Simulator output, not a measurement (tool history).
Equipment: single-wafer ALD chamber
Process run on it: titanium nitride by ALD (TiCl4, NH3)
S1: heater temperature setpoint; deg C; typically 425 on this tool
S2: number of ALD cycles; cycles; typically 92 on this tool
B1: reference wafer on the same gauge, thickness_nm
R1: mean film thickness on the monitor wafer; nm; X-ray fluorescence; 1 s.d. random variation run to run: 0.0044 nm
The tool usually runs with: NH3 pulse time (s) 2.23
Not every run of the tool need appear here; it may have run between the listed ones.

Run 1, hour 0: usual settings; B1 2.149. Result: R1 2.051 nm.
Run 2, hour 20.4: usual settings but S2 99 cycles; B1 2.149. Result: R1 2.197 nm.
Run 3, hour 48.4: usual settings but S2 102 cycles, NH3 pulse time (s) 1.88; B1 2.151. Result: R1 2.269 nm.
Run 4, hour 63.1: usual settings; B1 2.151. Result: R1 2.052 nm.
Run 5, hour 78.1: usual settings; B1 2.148. Result: R1 2.05 nm.
At hour 113.8: showerhead replaced.
Run 6, hour 114.3: usual settings; B1 2.149. Result: R1 2.045 nm.
Run 7, hour 127.4: usual settings but NH3 pulse time (s) 2.65; B1 2.151. Result: R1 2.051 nm.
Run 8, hour 161.8: usual settings but S1 419 deg C, S2 76 cycles; B1 2.15. Result: R1 1.695 nm.
Run 9, hour 176.9: usual settings but NH3 pulse time (s) 1.72; B1 2.148. Result: R1 2.046 nm.

Estimate the outcome of run 10 from the log above:
At hour 177.2: gauge calibrated.
Run 10, hour 201.5: usual settings; B1 ?. Result: R1 ?.

Run 10 came out at B1 2.147, R1 2.041 nm.
With no hidden state in the tool, this same run would have given R1 2.041 nm.
